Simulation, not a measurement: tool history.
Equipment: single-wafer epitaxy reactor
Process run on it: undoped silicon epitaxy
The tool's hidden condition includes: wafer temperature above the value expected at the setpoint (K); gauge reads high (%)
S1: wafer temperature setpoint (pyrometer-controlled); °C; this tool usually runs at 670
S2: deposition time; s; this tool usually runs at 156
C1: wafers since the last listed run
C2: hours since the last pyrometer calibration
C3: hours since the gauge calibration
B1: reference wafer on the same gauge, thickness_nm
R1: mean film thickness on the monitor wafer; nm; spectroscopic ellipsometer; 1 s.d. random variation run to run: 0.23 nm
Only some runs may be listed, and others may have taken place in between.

run 1 hour=0.0 | S1=670 S2=156 | C1=0 C2=1513.6 C3=330.2 | B1=38.401 | R1=39.199
run 2 hour=192.8 | S1=666 S2=156 | C1=1339 C2=1706.4 C3=523.0 | B1=38.465 | R1=35.780
run 3 hour=242.1 | S1=666 S2=156 | C1=342 C2=1755.7 C3=572.3 | B1=38.423 | R1=35.522
run 4 hour=308.6 | S1=666 S2=156 | C1=462 C2=1822.2 C3=638.8 | B1=38.550 | R1=35.243
run 5 hour=343.0 | S1=670 S2=156 | C1=239 C2=1856.6 C3=673.2 | B1=38.478 | R1=38.694
run 6 hour=404.9 | S1=670 S2=156 | C1=430 C2=1918.5 C3=735.1 | B1=38.391 | R1=38.875
-- hour=429.1 pyrometer calibrated
run 7 hour=474.8 | S1=670 S2=156 | C1=430 C2=45.7 C3=805.0 | B1=38.450 | R1=36.185

Estimate the outcome of run 8 from the log above:
run 8 hour=506.1 | S1=659 S2=167 | C1=217 C2=77.0 C3=836.3 | B1=? | R1=?

B1: 38.517
R1: 30.274 nm
Take away the tool's hidden state, keep the run-to-run variation as it was, and the same run would have given R1 33.950 nm.
